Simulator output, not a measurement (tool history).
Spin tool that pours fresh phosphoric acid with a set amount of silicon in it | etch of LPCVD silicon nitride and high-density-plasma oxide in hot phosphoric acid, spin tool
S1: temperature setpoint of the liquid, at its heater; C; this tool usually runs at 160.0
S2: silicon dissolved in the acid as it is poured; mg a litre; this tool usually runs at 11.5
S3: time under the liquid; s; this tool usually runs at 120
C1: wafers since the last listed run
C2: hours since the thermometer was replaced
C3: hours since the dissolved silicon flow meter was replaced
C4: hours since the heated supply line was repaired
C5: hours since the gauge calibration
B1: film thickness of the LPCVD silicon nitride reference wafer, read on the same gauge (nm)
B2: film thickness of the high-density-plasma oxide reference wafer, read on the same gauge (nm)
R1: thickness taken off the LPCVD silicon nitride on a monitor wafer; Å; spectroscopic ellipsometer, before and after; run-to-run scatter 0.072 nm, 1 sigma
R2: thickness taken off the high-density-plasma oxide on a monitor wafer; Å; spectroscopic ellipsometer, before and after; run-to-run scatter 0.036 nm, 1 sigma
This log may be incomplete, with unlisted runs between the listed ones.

run     day     S1    S2   S3   C1      C2      C3     C4     C5      B1      B2     R1    R2
  1   0.000  157.0   3.0  185    0  1830.8  1552.6   25.1  144.3  100.01  40.025  151.7  5.14
      0.912  -- dissolved silicon flow meter replaced
  2   3.217  160.0  11.5  120  452  1908.0    55.3  102.3  221.5  100.01  40.043  108.2  3.32
      3.783  -- thermometer replaced
  3   4.604  157.5   7.5  155  191    19.7    88.6  135.6  254.8   99.98  39.971  121.5  3.99
  4   5.938  158.5  11.5  120  189    51.7   120.6  167.6  286.8   99.95  39.984   96.3  2.64
  5   6.850  162.0  15.0   70  130    73.6   142.5  189.5  308.7  100.00  39.979   64.2  2.05
  6   7.767  160.0  15.0  120  130    95.6   164.5  211.5  330.7   99.98  40.012  100.4  3.56
  7   8.962  162.5  11.5  120  170   124.3   193.2  240.2  359.4  100.03  39.956  110.6  4.09
  8  10.371  161.0  11.5   75  200   158.1   227.0  274.0  393.2  100.00  40.023   64.7  1.80
  9  11.279  158.0  11.5  160  129   179.9   248.8  295.8  415.0  100.02  40.016  126.9  3.47
 10  12.688  160.0  11.5  120  200   213.7   282.6  329.6  448.8  100.01  39.981  101.0  2.52
 11  13.467  157.5  16.0   50  111   232.4   301.3  348.3  467.5  100.04  39.982   38.8  0.84
 12  14.571  160.0  11.5  120  157   258.9   327.8  374.8  494.0   99.97  39.993  100.6  2.89
 13  15.221  159.0  14.0  145   92   274.5   343.4  390.4  509.6  100.01  39.981  116.9  3.09
 14  16.362  158.5   8.5  150  162   301.9   370.8  417.8  537.0  100.00  40.013  118.8  4.11
 15  16.938  160.0  11.5   55   81   315.7   384.6  431.6  550.8   99.95  39.988   45.6  1.40
 16  18.162  160.0  14.5  120  174   345.1   414.0  461.0  580.2   99.99  39.987  100.4  2.90
 17  19.146  160.0  11.5  120  140   368.7   437.6  484.6  603.8   99.97  39.992   99.4  2.75
 18  20.362  160.0  14.5  120  173   397.9   466.8  513.8  633.0  100.01  39.992  100.3  2.37
 19  20.938  160.0  11.5  170   81   411.7   480.6  527.6  646.8   99.98  40.010  140.4  4.07
 20  22.221  160.0  11.5  120  182   442.5   511.4  558.4  677.6  100.01  39.998   99.6  2.53
 21  22.762  160.0   9.0  180   77   455.5   524.4  571.4  690.6   99.99  39.993  149.2  4.75

Alternative continuations, all from the tool just after run 21; predict every row:
  A  22.783  160.0  11.5  120   2  456.0  524.9  571.9  691.1   ?   ?   ?   ?
  B  22.783  158.0  11.5  120   2  456.0  524.9  571.9  691.1   ?   ?   ?   ?
  C  22.783  160.0  16.0  120   2  456.0  524.9  571.9  691.1   ?   ?   ?   ?
  D  22.783  162.0  20.5  120   2  456.0  524.9  571.9  691.1   ?   ?   ?   ?

run      B1      B2     R1    R2
  A  100.03  40.024   99.2  3.65
  B  100.03  40.024   92.7  3.14
  C  100.03  40.024   99.2  3.28
  D  100.03  40.024  106.1  3.36
Take away the tool's hidden state, keep each run's random variation, and the runs would have read:
run     R1    R2
  A  104.0  4.05
  B   97.2  3.49
  C  104.0  3.63
  D  111.2  3.73
